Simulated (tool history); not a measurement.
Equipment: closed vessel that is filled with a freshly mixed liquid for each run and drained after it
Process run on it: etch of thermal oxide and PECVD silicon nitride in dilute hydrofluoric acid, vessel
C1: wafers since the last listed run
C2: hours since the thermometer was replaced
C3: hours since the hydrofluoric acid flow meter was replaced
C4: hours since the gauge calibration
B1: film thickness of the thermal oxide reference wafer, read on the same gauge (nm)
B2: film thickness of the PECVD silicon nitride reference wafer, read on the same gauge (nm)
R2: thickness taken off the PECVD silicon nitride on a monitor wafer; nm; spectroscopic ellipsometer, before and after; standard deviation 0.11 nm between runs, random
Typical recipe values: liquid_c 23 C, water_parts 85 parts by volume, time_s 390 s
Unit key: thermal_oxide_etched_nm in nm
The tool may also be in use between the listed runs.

Run 1, hour 0: usual settings but water_parts 75 parts by volume; C1 0; C2 1640.6; C3 701; C4 938.1; B1 41.88; B2 41.87. Result: thermal_oxide_etched_nm 27.81 nm, R2 16.4 nm.
Run 2, hour 40.5: usual settings but water_parts 75 parts by volume; C1 2592; C2 1681.1; C3 741.5; C4 978.6; B1 41.93; B2 41.91. Result: thermal_oxide_etched_nm 27.84 nm, R2 16.17 nm.
At hour 47.6: hydrofluoric acid flow meter replaced.
Run 3, hour 83.1: usual settings; C1 2662; C2 1723.7; C3 35.5; C4 1021.2; B1 41.94; B2 41.95. Result: thermal_oxide_etched_nm 24.07 nm, R2 14.68 nm.
Run 4, hour 128.4: usual settings; C1 2899; C2 1769; C3 80.8; C4 1066.5; B1 41.97; B2 41.97. Result: thermal_oxide_etched_nm 24.2 nm, R2 14.56 nm.
Run 5, hour 176.9: usual settings; C1 3104; C2 1817.5; C3 129.3; C4 1115; B1 42; B2 42.01. Result: thermal_oxide_etched_nm 24.25 nm, R2 14.7 nm.
Run 6, hour 213.9: usual settings; C1 2368; C2 1854.5; C3 166.3; C4 1152; B1 42.02; B2 42. Result: thermal_oxide_etched_nm 23.98 nm, R2 14.61 nm.
Run 7, hour 285: usual settings; C1 4550; C2 1925.6; C3 237.4; C4 1223.1; B1 42.06; B2 42.04. Result: thermal_oxide_etched_nm 24.4 nm, R2 14.41 nm.
Run 8, hour 385.7: usual settings; C1 6445; C2 2026.3; C3 338.1; C4 1323.8; B1 42.11; B2 42.1. Result: thermal_oxide_etched_nm 24.29 nm, R2 14.38 nm.
Run 9, hour 542.4: usual settings but liquid_c 24 C; C1 10029; C2 2183; C3 494.8; C4 1480.5; B1 42.17; B2 42.15. Result: thermal_oxide_etched_nm 25.27 nm, R2 15.36 nm.
Run 10, hour 601: usual settings but time_s 440 s; C1 3750; C2 2241.6; C3 553.4; C4 1539.1; B1 42.17; B2 42.16. Result: thermal_oxide_etched_nm 27.61 nm, R2 16.57 nm.
At hour 698.2: hydrofluoric acid flow meter replaced.
Run 11, hour 746.2: usual settings; C1 9229; C2 2386.8; C3 48; C4 1684.3; B1 42.19; B2 42.18. Result: thermal_oxide_etched_nm 24.37 nm, R2 14.58 nm.
Run 12, hour 836.5: usual settings; C1 5779; C2 2477.1; C3 138.3; C4 1774.6; B1 42.22; B2 42.2. Result: thermal_oxide_etched_nm 24.27 nm, R2 14.79 nm.
At hour 870.3: gauge calibrated.
Run 13, hour 902.1: usual settings but liquid_c 19 C; C1 4198; C2 2542.7; C3 203.9; C4 31.8; B1 40.29; B2 40.3. Result: thermal_oxide_etched_nm 19.67 nm, R2 10.61 nm.
Run 14, hour 1053.9: usual settings but liquid_c 20 C, water_parts 75 parts by volume, time_s 615 s; C1 9716; C2 2694.5; C3 355.7; C4 183.6; B1 40.78; B2 40.78. Result: thermal_oxide_etched_nm 37.66 nm, R2 20.52 nm.
At hour 1140.8: thermometer replaced.
Run 15, hour 1161.3: usual settings but water_parts 105 parts by volume, time_s 205 s; C1 6810; C2 20.5; C3 463.1; C4 291; B1 41.06; B2 41.05. Result: thermal_oxide_etched_nm 9.81 nm, R2 6.08 nm.
Run 16, hour 1248.4: usual settings but liquid_c 18.5 C, time_s 450 s; C1 5575; C2 107.6; C3 550.2; C4 378.1; B1 41.25; B2 41.25. Result: thermal_oxide_etched_nm 22.69 nm, R2 12.07 nm.
Run 17, hour 1414.3: usual settings but liquid_c 25.5 C; C1 10618; C2 273.5; C3 716.1; C4 544; B1 41.54; B2 41.54. Result: thermal_oxide_etched_nm 26.51 nm, R2 16.98 nm.
At hour 1433.6: hydrofluoric acid flow meter replaced.
Run 18, hour 1511.6: usual settings but liquid_c 26.5 C, water_parts 45 parts by volume; C1 6163; C2 370.8; C3 78; C4 641.3; B1 41.66; B2 41.67. Result: thermal_oxide_etched_nm 55.28 nm, R2 33.91 nm.
Run 19, hour 1606.7: usual settings but time_s 185 s; C1 6087; C2 465.9; C3 173.1; C4 736.4; B1 41.78; B2 41.78. Result: thermal_oxide_etched_nm 11.36 nm, R2 6.72 nm.
Run 20, hour 1695.4: usual settings but water_parts 65 parts by volume, time_s 235 s; C1 5677; C2 554.6; C3 261.8; C4 825.1; B1 41.89; B2 41.89. Result: thermal_oxide_etched_nm 19.61 nm, R2 11.33 nm.
Run 21, hour 1756.1: usual settings but liquid_c 26 C, time_s 530 s; C1 3885; C2 615.3; C3 322.5; C4 885.8; B1 41.94; B2 41.92. Result: thermal_oxide_etched_nm 36.82 nm, R2 23.87 nm.
Run 22, hour 1810.9: usual settings; C1 3507; C2 670.1; C3 377.3; C4 940.6; B1 41.98; B2 41.98. Result: thermal_oxide_etched_nm 24.37 nm, R2 14.78 nm.
Run 23, hour 1871.1: usual settings but liquid_c 24.5 C, water_parts 75 parts by volume, time_s 170 s; C1 3853; C2 730.3; C3 437.5; C4 1000.8; B1 42.04; B2 42. Result: thermal_oxide_etched_nm 12.93 nm, R2 8.05 nm.
Run 24, hour 1920.3: usual settings but liquid_c 21 C, water_parts 50 parts by volume; C1 3149; C2 779.5; C3 486.7; C4 1050; B1 42.05; B2 42.04. Result: thermal_oxide_etched_nm 39.95 nm, R2 21.67 nm.
Run 25, hour 1981.8: usual settings; C1 3936; C2 841; C3 548.2; C4 1111.5; B1 42.1; B2 42.09. Result: thermal_oxide_etched_nm 24.32 nm, R2 14.57 nm.
At hour 2044.5: hydrofluoric acid flow meter replaced.
Run 26, hour 2066.6: usual settings but liquid_c 26 C, water_parts 70 parts by volume, time_s 260 s; C1 5363; C2 925.8; C3 22.1; C4 1196.3; B1 42.12; B2 42.12. Result: thermal_oxide_etched_nm 22.63 nm, R2 14.19 nm.

Alternative continuations, all from the tool just after run 26; predict every row:
Run A, hour 2067.4: usual settings but liquid_c 25 C; C1 51; C2 926.6; C3 22.9; C4 1197.1; B1 ?; B2 ?. Result: thermal_oxide_etched_nm ?, R2 ?.
Run B, hour 2067.4: usual settings but liquid_c 19 C, time_s 185 s; C1 51; C2 926.6; C3 22.9; C4 1197.1; B1 ?; B2 ?. Result: thermal_oxide_etched_nm ?, R2 ?.
Run C, hour 2067.4: usual settings but liquid_c 20 C, water_parts 60 parts by volume; C1 51; C2 926.6; C3 22.9; C4 1197.1; B1 ?; B2 ?. Result: thermal_oxide_etched_nm ?, R2 ?.

run     B1     B2  thermal_oxide_etched_nm     R2
  A  42.12  42.14                     26.5  16.82
  B  42.12  42.14                     9.84   5.33
  C  42.12  42.14                    31.55  16.89
Had the tool no hidden state, the same runs would have come out as:
run  thermal_oxide_etched_nm     R2
  A                    25.16  15.98
  B                     9.35   5.06
  C                    29.96  16.04
